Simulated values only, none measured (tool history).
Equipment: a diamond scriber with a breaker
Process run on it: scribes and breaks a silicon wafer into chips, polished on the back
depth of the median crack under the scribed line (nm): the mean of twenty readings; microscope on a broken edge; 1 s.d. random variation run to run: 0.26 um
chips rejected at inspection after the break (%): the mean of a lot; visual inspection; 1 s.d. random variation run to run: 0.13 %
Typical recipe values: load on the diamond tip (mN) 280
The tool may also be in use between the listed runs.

run    hour  load on the diamond tip (mN)  wafers since the last listed run  hours since the diamond tip was replaced  hours since the load on the tip was calibrated  incoming depth of the damage left on the back of the incoming wafer, um  depth of the median crack under the scribed line (nm)  chips rejected at inspection after the break (%)
  1       0                           280                                 0                                     421.9                                           627.7                                                                     0.03                                                  15110                                               2.8
  2   107.1                           280                               695                                       529                                           734.8                                                                     0.02                                                  14520                                              3.42
  3   299.2                           330                              1246                                     721.1                                           926.9                                                                     0.02                                                  16110                                              1.83
      358.1  -- load on the tip recalibrated
  4   402.8                           330                               659                                     824.7                                            44.7                                                                     0.03                                                  17170                                               3.9
  5   472.5                           280                               452                                     894.4                                           114.4                                                                     0.03                                                  16230                                              1.85
  6   573.7                           280                               656                                     995.6                                           215.6                                                                     0.04                                                  16040                                              2.02
  7   622.3                           280                               315                                    1044.2                                           264.2                                                                     0.05                                                  15800                                              1.94
      686.6  -- diamond tip replaced by a new one
  8   691.6                           280                               436                                         5                                           333.5                                                                     0.04                                                  15090                                              2.25
  9   734.4                           280                               277                                      47.8                                           376.3                                                                     0.05                                                  15410                                              2.21
 10   780.2                           280                               297                                      93.6                                           422.1                                                                     0.02                                                  14950                                              2.79
 11   825.7                           280                               295                                     139.1                                           467.6                                                                     0.04                                                  15090                                              2.51
 12   886.2                           280                               392                                     199.6                                           528.1                                                                     0.02                                                  14720                                              2.98
 13   987.5                           280                               657                                     300.9                                           629.4                                                                     0.03                                                  15470                                              3.01
 14  1031.7                           280                               286                                     345.1                                           673.6                                                                     0.02                                                  14560                                              3.28
 15  1127.1                           280                               619                                     440.5                                             769                                                                     0.01                                                  14740                                              4.15
 16    1209                           240                               531                                     522.4                                           850.9                                                                     0.03                                                  13000                                             10.57
 17  1298.2                           237                               578                                     611.6                                           940.1                                                                     0.01                                                  13140                                             13.91
     1324.3  -- load on the tip recalibrated
 18  1344.8                           280                               289                                     658.2                                            20.5                                                                     0.02                                                  16090                                              1.69
 19  1385.3                           280                               262                                     698.7                                              61                                                                     0.04                                                  15640                                              1.71
 20  1487.5                           306                               663                                     800.9                                           163.2                                                                     0.02                                                  16860                                              2.09
     1548.2  -- diamond tip replaced by a new one
 21    1579                           323                               580                                      30.8                                           254.7                                                                     0.02                                                  17170                                              2.66
 22  1675.4                           245                               625                                     127.2                                           351.1                                                                     0.01                                                  13830                                              4.98
 23  1766.3                           280                               589                                     218.1                                             442                                                                     0.02                                                  15410                                              2.17
 24  1872.2                           280                               687                                       324                                           547.9                                                                     0.05                                                  15600                                               2.7
 25  1937.5                           247                               423                                     389.3                                           613.2                                                                     0.02                                                  13580                                              7.36
 26  2043.7                           363                               689                                     495.5                                           719.4                                                                     0.02                                                  17230                                              3.51
 27    2086                           236                               274                                     537.8                                           761.7                                                                     0.05                                                  12850                                             10.18
 28  2135.9                           217                               323                                     587.7                                           811.6                                                                     0.01                                                  12640                                             18.01
     2181.4  -- load on the tip recalibrated
 29  2181.9                           305                               285                                     633.7                                             0.5                                                                     0.02                                                  16990                                              2.52
 30  2260.7                           280                               511                                     712.5                                            79.3                                                                     0.03                                                  16000                                              1.84
 31    2365                           211                               676                                     816.8                                           183.6                                                                     0.05                                                  13530                                             10.73
 32  2458.1                           308                               604                                     909.9                                           276.7                                                                     0.03                                                  16680                                              2.26
 33  2526.4                           280                               443                                     978.2                                             345                                                                     0.02                                                  15590                                              1.98

3 options for the next run, each taken on its own from the tool as it stands now. Forecast them:
  A  2526.9                           280                                 3                                     978.7                                           345.5                                                                     0.01                                                      ?                                                 ?
  B  2526.9                           335                                 3                                     978.7                                           345.5                                                                     0.01                                                      ?                                                 ?
  C  2526.9                           339                                 3                                     978.7                                           345.5                                                                     0.01                                                      ?                                                 ?

run  depth of the median crack under the scribed line (nm)  chips rejected at inspection after the break (%)
  A                                                  15530                                              2.04
  B                                                  17250                                              3.26
  C                                                  17370                                              3.56
The same runs, with their run-to-run variation unchanged, on a tool lacking any hidden condition would have given:
run  depth of the median crack under the scribed line (nm)  chips rejected at inspection after the break (%)
  A                                                  16020                                              1.77
  B                                                  17800                                              4.76
  C                                                  17930                                              5.16
